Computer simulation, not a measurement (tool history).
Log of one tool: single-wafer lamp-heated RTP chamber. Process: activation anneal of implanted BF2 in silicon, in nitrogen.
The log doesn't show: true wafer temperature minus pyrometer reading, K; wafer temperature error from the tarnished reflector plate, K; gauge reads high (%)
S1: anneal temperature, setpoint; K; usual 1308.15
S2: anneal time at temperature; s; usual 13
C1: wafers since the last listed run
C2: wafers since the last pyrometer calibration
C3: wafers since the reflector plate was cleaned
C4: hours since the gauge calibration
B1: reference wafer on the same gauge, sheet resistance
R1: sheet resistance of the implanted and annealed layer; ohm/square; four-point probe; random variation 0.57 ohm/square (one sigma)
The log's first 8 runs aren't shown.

{"run": 9, "hour": 240.1, "S1": 1308.15, "S2": 13, "C1": 264, "C2": 2681, "C3": 652, "C4": 543.2, "B1": 440.46, "R1": 380.04}
{"run": 10, "hour": 273.4, "S1": 1308.15, "S2": 13, "C1": 500, "C2": 3181, "C3": 1153, "C4": 576.5, "B1": 440.38, "R1": 379.89}
{"run": 11, "hour": 302.9, "S1": 1308.15, "S2": 13, "C1": 443, "C2": 3625, "C3": 1596, "C4": 606.0, "B1": 440.37, "R1": 379.78}
{"run": 12, "hour": 323.8, "S1": 1321.15, "S2": 13, "C1": 314, "C2": 3939, "C3": 1911, "C4": 626.9, "B1": 440.53, "R1": 379.85}
{"run": 13, "hour": 338.9, "S1": 1321.15, "S2": 13, "C1": 227, "C2": 4166, "C3": 2138, "C4": 642.0, "B1": 440.62, "R1": 378.94}
{"run": 14, "hour": 360.2, "S1": 1321.15, "S2": 13, "C1": 320, "C2": 4487, "C3": 2458, "C4": 663.3, "B1": 440.38, "R1": 379.77}
{"run": 15, "hour": 381.4, "S1": 1308.15, "S2": 15, "C1": 318, "C2": 4806, "C3": 2777, "C4": 684.5, "B1": 440.76, "R1": 379.57}
{"hour": 393.0, "done": "pyrometer window cleaned and pyrometer calibrated"}
{"run": 16, "hour": 412.2, "S1": 1308.15, "S2": 15, "C1": 342, "C2": 288, "C3": 3120, "C4": 715.3, "B1": 440.76, "R1": 378.24}
{"run": 17, "hour": 436.0, "S1": 1295.15, "S2": 13, "C1": 357, "C2": 646, "C3": 3478, "C4": 739.1, "B1": 440.76, "R1": 381.01}
{"run": 18, "hour": 467.2, "S1": 1295.15, "S2": 13, "C1": 469, "C2": 1115, "C3": 3947, "C4": 770.3, "B1": 441.01, "R1": 380.36}
{"hour": 495.4, "done": "reflector plate cleaned"}
{"run": 19, "hour": 495.9, "S1": 1287.15, "S2": 8, "C1": 311, "C2": 1427, "C3": 7, "C4": 799.0, "B1": 440.6, "R1": 381.95}
{"run": 20, "hour": 508.9, "S1": 1299.15, "S2": 19, "C1": 195, "C2": 1622, "C3": 202, "C4": 812.0, "B1": 440.68, "R1": 379.04}
{"run": 21, "hour": 521.7, "S1": 1329.15, "S2": 15, "C1": 192, "C2": 1815, "C3": 395, "C4": 824.8, "B1": 440.7, "R1": 377.39}
{"run": 22, "hour": 552.7, "S1": 1308.15, "S2": 7, "C1": 466, "C2": 2281, "C3": 861, "C4": 855.8, "B1": 440.76, "R1": 382.51}
{"run": 23, "hour": 569.5, "S1": 1283.15, "S2": 11, "C1": 252, "C2": 2533, "C3": 1114, "C4": 872.6, "B1": 440.78, "R1": 380.8}
{"run": 24, "hour": 588.5, "S1": 1334.15, "S2": 13, "C1": 285, "C2": 2819, "C3": 1399, "C4": 891.6, "B1": 440.99, "R1": 377.71}
{"run": 25, "hour": 609.3, "S1": 1328.15, "S2": 11, "C1": 312, "C2": 3132, "C3": 1712, "C4": 912.4, "B1": 440.94, "R1": 379.63}
{"run": 26, "hour": 628.0, "S1": 1308.15, "S2": 9, "C1": 281, "C2": 3413, "C3": 1994, "C4": 931.1, "B1": 440.78, "R1": 383.62}
{"run": 27, "hour": 643.5, "S1": 1308.15, "S2": 18, "C1": 233, "C2": 3646, "C3": 2227, "C4": 946.6, "B1": 440.96, "R1": 379.13}
{"run": 28, "hour": 670.5, "S1": 1286.15, "S2": 7, "C1": 406, "C2": 4052, "C3": 2633, "C4": 973.6, "B1": 440.73, "R1": 383.22}
{"hour": 696.7, "done": "gauge calibrated"}
{"hour": 698.1, "done": "pyrometer window cleaned and pyrometer calibrated"}
{"run": 29, "hour": 705.1, "S1": 1335.15, "S2": 6, "C1": 400, "C2": 105, "C3": 3033, "C4": 8.4, "B1": 436.97, "R1": 379.0}

Forecast run 30:
{"run": 30, "hour": 719.4, "S1": 1336.15, "S2": 10, "C1": 215, "C2": 320, "C3": 3248, "C4": 22.7, "B1": "?", "R1": "?"}

Run 30 gave B1 436.98, R1 377.73 ohm/square.
Without the tool's hidden state the same run would have given R1 377.54 ohm/square.
